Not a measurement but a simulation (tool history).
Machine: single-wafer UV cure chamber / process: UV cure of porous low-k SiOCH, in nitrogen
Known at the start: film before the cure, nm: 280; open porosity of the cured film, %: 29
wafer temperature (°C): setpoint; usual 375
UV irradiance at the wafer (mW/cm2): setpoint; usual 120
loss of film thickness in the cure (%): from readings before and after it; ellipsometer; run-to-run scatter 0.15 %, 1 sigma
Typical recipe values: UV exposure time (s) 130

run   hour  wafer temperature (°C)  UV exposure time (s)  UV irradiance at the wafer (mW/cm2)  loss of film thickness in the cure (%)
  1      0                     375                   130                                  120                                  11.502
  2   11.6                     375                   130                                  120                                   11.43
  3   29.4                     375                   130                                  120                                  11.413
  4   36.5                     375                   190                                  120                                  13.371
  5   52.9                     375                   190                                  120                                  13.333
  6  104.7                     375                   130                                  120                                  11.418
  7  119.4                     375                   130                                  120                                  11.512
  8  126.2                     375                   130                                  120                                  10.948
  9  139.9                     375                   130                                  120                                  11.116
 10  147.3                     375                   130                                  120                                   11.05
 11    160                     375                   130                                  120                                   10.93
 12  175.4                     375                    85                                  120                                    8.77
 13  185.2                     375                    85                                  120                                   8.749
 14  191.2                     391                   130                                  108                                  10.602
     199.4  -- quartz window cleaned
 15  199.9                     391                   130                                  108                                  11.796
 16  214.7                     391                   130                                  108                                  11.517
 17  232.7                     375                   130                                  120                                  11.761
 18    255                     375                   130                                  120                                  11.951
 19  270.7                     375                   130                                  120                                  11.791
 20  279.6                     375                   130                                  151                                  13.045
     301.6  -- UV bulbs replaced
 21  302.1                     375                   130                                  151                                  12.714
 22  311.7                     390                   185                                  120                                  13.976
 23  326.9                     387                   130                                   91                                  10.509
 24    337                     375                   130                                  120                                  11.871
 25  344.9                     375                    95                                  120                                  10.191
 26  362.8                     375                   130                                  120                                  11.857
 27    380                     375                   130                                  120                                  11.539
 28  391.8                     365                    90                                  120                                   9.507
 29  404.8                     358                   175                                  131                                  12.964
 30  420.8                     363                   165                                  134                                  12.984
 31    431                     388                   130                                  120                                  11.672
 32  448.1                     375                   130                                  120                                  11.392
 33  469.8                     395                   205                                   95                                  13.272
 34  484.5                     375                   130                                  137                                  11.992
 35  534.3                     362                    90                                  146                                    9.97
 36  541.8                     356                   130                                  120                                  10.607
 37  558.7                     375                   130                                  120                                  10.861
 38  570.2                     375                   185                                  120                                  12.975
 39  586.4                     375                   130                                  120                                  10.963
 40  599.5                     375                   130                                  120                                  10.614
 41  609.4                     383                    60                                   96                                   6.214
 42  626.4                     359                    55                                   81                                   4.766

What the log doesn't show, run by run:
lamp output below its setpoint, %: 0 on each run
H1: transmission lost against a clean window, %
run    H1
  1  5.74
  2  6.34
  3  7.32
  4  7.73
  5  8.71
  6  12.2
  7  13.3
  8  13.9
  9    15
 10  15.6
 11  16.6
 12    18
 13  18.9
 14  19.4
 15  1.55
 16  1.58
 17  1.67
 18  1.89
 19  2.12
 20  2.27
 21  2.73
 22  2.96
 23  3.36
 24  3.66
 25  3.91
 26  4.53
 27  5.18
 28  5.67
 29  6.25
 30  7.01
 31  7.53
 32  8.44
 33   9.7
 34  10.6
 35    14
 36  14.6
 37  15.9
 38  16.9
 39  18.2
 40  19.4
 41  20.3
 42  21.9

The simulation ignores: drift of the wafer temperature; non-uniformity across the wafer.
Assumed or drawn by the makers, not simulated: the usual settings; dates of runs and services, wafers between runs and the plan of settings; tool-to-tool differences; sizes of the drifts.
